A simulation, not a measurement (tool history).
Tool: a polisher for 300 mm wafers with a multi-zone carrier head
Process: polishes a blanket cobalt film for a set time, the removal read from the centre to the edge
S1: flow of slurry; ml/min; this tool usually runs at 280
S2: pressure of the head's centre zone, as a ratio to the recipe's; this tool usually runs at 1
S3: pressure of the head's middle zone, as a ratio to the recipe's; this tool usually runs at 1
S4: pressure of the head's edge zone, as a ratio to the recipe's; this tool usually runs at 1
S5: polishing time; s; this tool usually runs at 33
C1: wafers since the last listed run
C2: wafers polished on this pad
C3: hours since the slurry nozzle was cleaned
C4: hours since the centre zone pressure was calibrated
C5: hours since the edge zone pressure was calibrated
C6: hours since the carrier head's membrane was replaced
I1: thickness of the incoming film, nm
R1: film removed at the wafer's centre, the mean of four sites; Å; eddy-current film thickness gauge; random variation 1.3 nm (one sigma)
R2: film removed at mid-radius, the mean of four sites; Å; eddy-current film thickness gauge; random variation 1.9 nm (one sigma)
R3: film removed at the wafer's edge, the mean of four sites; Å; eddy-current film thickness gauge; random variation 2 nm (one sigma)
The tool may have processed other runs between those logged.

{"run": 1, "hour": 0.0, "S1": 280, "S2": 1.06, "S3": 1, "S4": 1, "S5": 33, "C1": 0, "C2": 1648, "C3": 230.5, "C4": 341.1, "C5": 32.7, "C6": 975.4, "I1": 699, "R1": 1679, "R2": 1581, "R3": 1521}
{"run": 2, "hour": 39.2, "S1": 280, "S2": 1.06, "S3": 1, "S4": 1, "S5": 33, "C1": 654, "C2": 2302, "C3": 269.7, "C4": 380.3, "C5": 71.9, "C6": 1014.6, "I1": 699.1, "R1": 1667, "R2": 1595, "R3": 1579}
{"run": 3, "hour": 96.5, "S1": 280, "S2": 1.06, "S3": 1, "S4": 1, "S5": 33, "C1": 956, "C2": 3259, "C3": 327, "C4": 437.6, "C5": 129.2, "C6": 1071.9, "I1": 678.2, "R1": 1685, "R2": 1603, "R3": 1560}
{"hour": 101.6, "done": "centre zone pressure recalibrated"}
{"hour": 142.0, "done": "slurry nozzle cleaned"}
{"run": 4, "hour": 156.9, "S1": 280, "S2": 1, "S3": 1, "S4": 1, "S5": 33, "C1": 958, "C2": 4217, "C3": 14.9, "C4": 55.3, "C5": 189.6, "C6": 1132.3, "I1": 697.2, "R1": 1564, "R2": 1596, "R3": 1550}
{"hour": 180.1, "done": "worn pad replaced by a new one"}
{"run": 5, "hour": 202.6, "S1": 280, "S2": 1, "S3": 1, "S4": 1, "S5": 33, "C1": 696, "C2": 375, "C3": 60.6, "C4": 101, "C5": 235.3, "C6": 1178, "I1": 701.2, "R1": 1581, "R2": 1575, "R3": 1551}
{"run": 6, "hour": 234.6, "S1": 280, "S2": 1, "S3": 1, "S4": 1, "S5": 33, "C1": 534, "C2": 909, "C3": 92.6, "C4": 133, "C5": 267.3, "C6": 1210, "I1": 692.8, "R1": 1570, "R2": 1573, "R3": 1587}
{"run": 7, "hour": 269.7, "S1": 375, "S2": 0.95, "S3": 1, "S4": 0.93, "S5": 33, "C1": 586, "C2": 1495, "C3": 127.7, "C4": 168.1, "C5": 302.4, "C6": 1245.1, "I1": 697.1, "R1": 1559, "R2": 1679, "R3": 1551}
{"run": 8, "hour": 319.8, "S1": 280, "S2": 1, "S3": 1, "S4": 1, "S5": 33, "C1": 836, "C2": 2332, "C3": 177.8, "C4": 218.2, "C5": 352.5, "C6": 1295.2, "I1": 699.6, "R1": 1583, "R2": 1587, "R3": 1557}
{"run": 9, "hour": 368.8, "S1": 365, "S2": 1, "S3": 0.96, "S4": 1, "S5": 39, "C1": 818, "C2": 3150, "C3": 226.8, "C4": 267.2, "C5": 401.5, "C6": 1344.2, "I1": 692, "R1": 1937, "R2": 1901, "R3": 1935}
{"run": 10, "hour": 398.3, "S1": 280, "S2": 1, "S3": 1, "S4": 1, "S5": 33, "C1": 492, "C2": 3643, "C3": 256.3, "C4": 296.7, "C5": 431, "C6": 1373.7, "I1": 695.4, "R1": 1598, "R2": 1604, "R3": 1578}
{"hour": 434.5, "done": "slurry nozzle cleaned"}
{"run": 11, "hour": 462.6, "S1": 280, "S2": 1, "S3": 1, "S4": 0.96, "S5": 37, "C1": 1057, "C2": 4700, "C3": 28.1, "C4": 361, "C5": 495.3, "C6": 1438, "I1": 690.7, "R1": 1768, "R2": 1790, "R3": 1721}
{"hour": 504.9, "done": "worn pad replaced by a new one"}
{"run": 12, "hour": 505.4, "S1": 280, "S2": 0.93, "S3": 1, "S4": 1.07, "S5": 33, "C1": 647, "C2": 8, "C3": 70.9, "C4": 403.8, "C5": 538.1, "C6": 1480.8, "I1": 689.3, "R1": 1468, "R2": 1623, "R3": 1638}
{"hour": 530.1, "done": "edge zone pressure recalibrated"}
{"hour": 566.4, "done": "carrier head's membrane replaced by a new one"}
{"run": 13, "hour": 567.0, "S1": 280, "S2": 0.96, "S3": 0.96, "S4": 1, "S5": 33, "C1": 911, "C2": 919, "C3": 132.5, "C4": 465.4, "C5": 36.9, "C6": 0.6, "I1": 693.7, "R1": 1509, "R2": 1561, "R3": 1577}
{"hour": 611.5, "done": "centre zone pressure recalibrated"}
{"run": 14, "hour": 631.5, "S1": 345, "S2": 1, "S3": 0.9, "S4": 1, "S5": 33, "C1": 1043, "C2": 1963, "C3": 197, "C4": 20, "C5": 101.4, "C6": 65.1, "I1": 700.4, "R1": 1616, "R2": 1496, "R3": 1582}
{"run": 15, "hour": 656.8, "S1": 280, "S2": 0.94, "S3": 1, "S4": 1, "S5": 33, "C1": 422, "C2": 2385, "C3": 222.3, "C4": 45.3, "C5": 126.7, "C6": 90.4, "I1": 700.7, "R1": 1482, "R2": 1563, "R3": 1540}
{"run": 16, "hour": 712.9, "S1": 280, "S2": 0.93, "S3": 1, "S4": 1, "S5": 33, "C1": 936, "C2": 3322, "C3": 278.4, "C4": 101.4, "C5": 182.8, "C6": 146.5, "I1": 682.9, "R1": 1466, "R2": 1577, "R3": 1600}
{"hour": 727.0, "done": "slurry nozzle cleaned"}
{"run": 17, "hour": 777.9, "S1": 210, "S2": 1, "S3": 1, "S4": 1.04, "S5": 33, "C1": 1068, "C2": 4391, "C3": 50.9, "C4": 166.4, "C5": 247.8, "C6": 211.5, "I1": 695, "R1": 1509, "R2": 1520, "R3": 1595}
{"run": 18, "hour": 829.6, "S1": 320, "S2": 1, "S3": 0.97, "S4": 1.09, "S5": 33, "C1": 863, "C2": 5254, "C3": 102.6, "C4": 218.1, "C5": 299.5, "C6": 263.2, "I1": 685.9, "R1": 1606, "R2": 1565, "R3": 1697}
{"hour": 834.7, "done": "worn pad replaced by a new one"}
{"run": 19, "hour": 897.2, "S1": 280, "S2": 1, "S3": 1, "S4": 1, "S5": 33, "C1": 1062, "C2": 1043, "C3": 170.2, "C4": 285.7, "C5": 367.1, "C6": 330.8, "I1": 695.1, "R1": 1579, "R2": 1607, "R3": 1553}
{"run": 20, "hour": 950.8, "S1": 340, "S2": 1.05, "S3": 1, "S4": 1, "S5": 25, "C1": 895, "C2": 1938, "C3": 223.8, "C4": 339.3, "C5": 420.7, "C6": 384.4, "I1": 690.6, "R1": 1278, "R2": 1216, "R3": 1220}
{"run": 21, "hour": 1004.8, "S1": 280, "S2": 0.96, "S3": 0.96, "S4": 1, "S5": 33, "C1": 901, "C2": 2840, "C3": 277.8, "C4": 393.3, "C5": 474.7, "C6": 438.4, "I1": 690.5, "R1": 1526, "R2": 1545, "R3": 1570}
{"hour": 1050.6, "done": "centre zone pressure recalibrated"}
{"run": 22, "hour": 1054.5, "S1": 375, "S2": 1.09, "S3": 0.97, "S4": 1, "S5": 33, "C1": 796, "C2": 3637, "C3": 327.5, "C4": 3.9, "C5": 524.4, "C6": 488.1, "I1": 688.2, "R1": 1769, "R2": 1632, "R3": 1591}

Hidden state, per run?
removal rate lost through wear of the pad, %: 0 on each run
slurry flow missing at the pad, %: 0 on each run
deviation of the centre zone's pressure from its setpoint, %: 0 on each run
deviation of the edge zone's pressure from its setpoint, %: 0 on each run
